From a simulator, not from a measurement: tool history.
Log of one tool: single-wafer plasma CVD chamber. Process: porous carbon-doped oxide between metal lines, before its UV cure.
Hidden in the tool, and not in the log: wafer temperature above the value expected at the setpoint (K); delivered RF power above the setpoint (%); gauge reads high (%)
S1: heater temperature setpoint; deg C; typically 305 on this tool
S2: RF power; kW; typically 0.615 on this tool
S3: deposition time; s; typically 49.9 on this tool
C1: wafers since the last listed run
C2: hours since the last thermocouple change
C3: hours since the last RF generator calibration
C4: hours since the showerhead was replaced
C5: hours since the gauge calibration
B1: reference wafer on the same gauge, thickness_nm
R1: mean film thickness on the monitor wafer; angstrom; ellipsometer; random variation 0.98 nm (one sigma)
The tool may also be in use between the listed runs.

run     day   S1     S2    S3   C1      C2      C3      C4     C5       B1       R1
  1   0.000  305  0.615  49.9    0  1089.7  1100.3  3988.7  409.7  322.070  2887.17
  2   1.392  305  0.615  49.9  460  1123.1  1133.7  4022.1  443.1  322.041  2877.25
  3   2.429  305  0.615  49.9  343  1148.0  1158.6  4047.0  468.0  321.793  2881.70
  4   3.725  305  0.615  49.9  429  1179.1  1189.7  4078.1  499.1  321.756  2885.98
  5   4.992  305  0.660  49.9  419  1209.5  1220.1  4108.5  529.5  322.501  3051.73
  6   6.317  305  0.660  49.9  438  1241.3  1251.9  4140.3  561.3  322.393  3059.75
  7   7.242  305  0.660  49.9  306  1263.5  1274.1  4162.5  583.5  321.478  3048.97
  8   8.150  305  0.615  49.9  300  1285.3  1295.9  4184.3  605.3  322.231  2866.30
  9   8.925  305  0.615  49.9  256  1303.9  1314.5  4202.9  623.9  321.977  2865.07
     10.438  -- showerhead replaced
 10  10.458  305  0.615  49.9  397  1340.7  1351.3     0.5  660.7  322.183  2846.84
 11  11.267  305  0.615  49.9  267  1360.1  1370.7    19.9  680.1  322.264  2866.01
 12  12.617  305  0.615  49.9  446  1392.5  1403.1    52.3  712.5  321.769  2854.67
 13  13.512  305  0.615  49.9  296  1414.0  1424.6    73.8  734.0  322.681  2848.57
 14  14.504  305  0.615  49.9  328  1437.8  1448.4    97.6  757.8  321.991  2851.67
 15  15.204  305  0.615  49.9  231  1454.6  1465.2   114.4  774.6  322.657  2834.25
 16  16.162  295  0.560  40.0  317  1477.6  1488.2   137.4  797.6  321.839  2215.24
     16.825  -- gauge calibrated
 17  17.088  294  0.525  42.7  306  1499.8  1510.4   159.6    6.3  322.137  2225.36
     18.242  -- thermocouple changed; heater temperature recalibrated
 18  20.342  305  0.615  49.9  967    50.4  1588.5   237.7   84.4  322.144  2918.37
 19  21.058  316  0.615  41.9  237    67.6  1605.7   254.9  101.6  322.029  2332.94
 20  21.617  312  0.705  59.5  184    81.0  1619.1   268.3  115.0  321.551  3768.10
 21  22.396  290  0.735  40.9  257    99.7  1637.8   287.0  133.7  322.073  3030.45
 22  23.071  296  0.525  41.5  223   115.9  1654.0   303.2  149.9  322.203  2212.45
 23  23.862  295  0.535  49.9  262   134.9  1673.0   322.2  168.9  321.875  2718.80
     25.317  -- RF generator calibrated
 24  25.338  305  0.650  55.9  377   170.3     0.5   357.6  204.3  322.148  3436.99
 25  26.367  312  0.695  42.0  340   195.0    25.2   382.3  229.0  321.922  2649.49
 26  28.312  319  0.715  45.6  644   241.7    71.9   429.0  275.7  322.446  2848.08
 27  29.183  318  0.555  40.8  288   262.6    92.8   449.9  296.6  321.737  2042.76
 28  30.621  305  0.685  49.9  475   297.1   127.3   484.4  331.1  322.004  3217.98
 29  31.288  305  0.615  49.9  220   313.1   143.3   500.4  347.1  321.972  2928.87
 30  32.267  316  0.615  41.9  324   336.6   166.8   523.9  370.6  321.963  2325.96
 31  33.042  305  0.615  49.9  256   355.2   185.4   542.5  389.2  322.207  2923.52
 32  34.162  313  0.615  49.9  371   382.1   212.3   569.4  416.1  322.392  2801.22
 33  35.512  310  0.565  42.9  446   414.5   244.7   601.8  448.5  321.885  2270.91

Below are 5 alternative next runs, each starting from the tool's condition after run 33. Predict each:
  A  35.529  305  0.615  58.3   5  414.9  245.1  602.2  448.9   ?   ?
  B  35.529  305  0.555  44.2   5  414.9  245.1  602.2  448.9   ?   ?
  C  35.529  305  0.615  42.1   5  414.9  245.1  602.2  448.9   ?   ?
  D  35.529  305  0.720  52.8   5  414.9  245.1  602.2  448.9   ?   ?
  E  35.529  305  0.535  53.1   5  414.9  245.1  602.2  448.9   ?   ?

run       B1       R1
  A  322.053  3407.47
  B  322.053  2364.02
  C  322.053  2477.34
  D  322.053  3542.09
  E  322.053  2730.90
The same runs, with their run-to-run variation unchanged, on a tool lacking any hidden condition would have given:
run       R1
  A  3419.48
  B  2372.35
  C  2486.08
  D  3554.58
  E  2740.53

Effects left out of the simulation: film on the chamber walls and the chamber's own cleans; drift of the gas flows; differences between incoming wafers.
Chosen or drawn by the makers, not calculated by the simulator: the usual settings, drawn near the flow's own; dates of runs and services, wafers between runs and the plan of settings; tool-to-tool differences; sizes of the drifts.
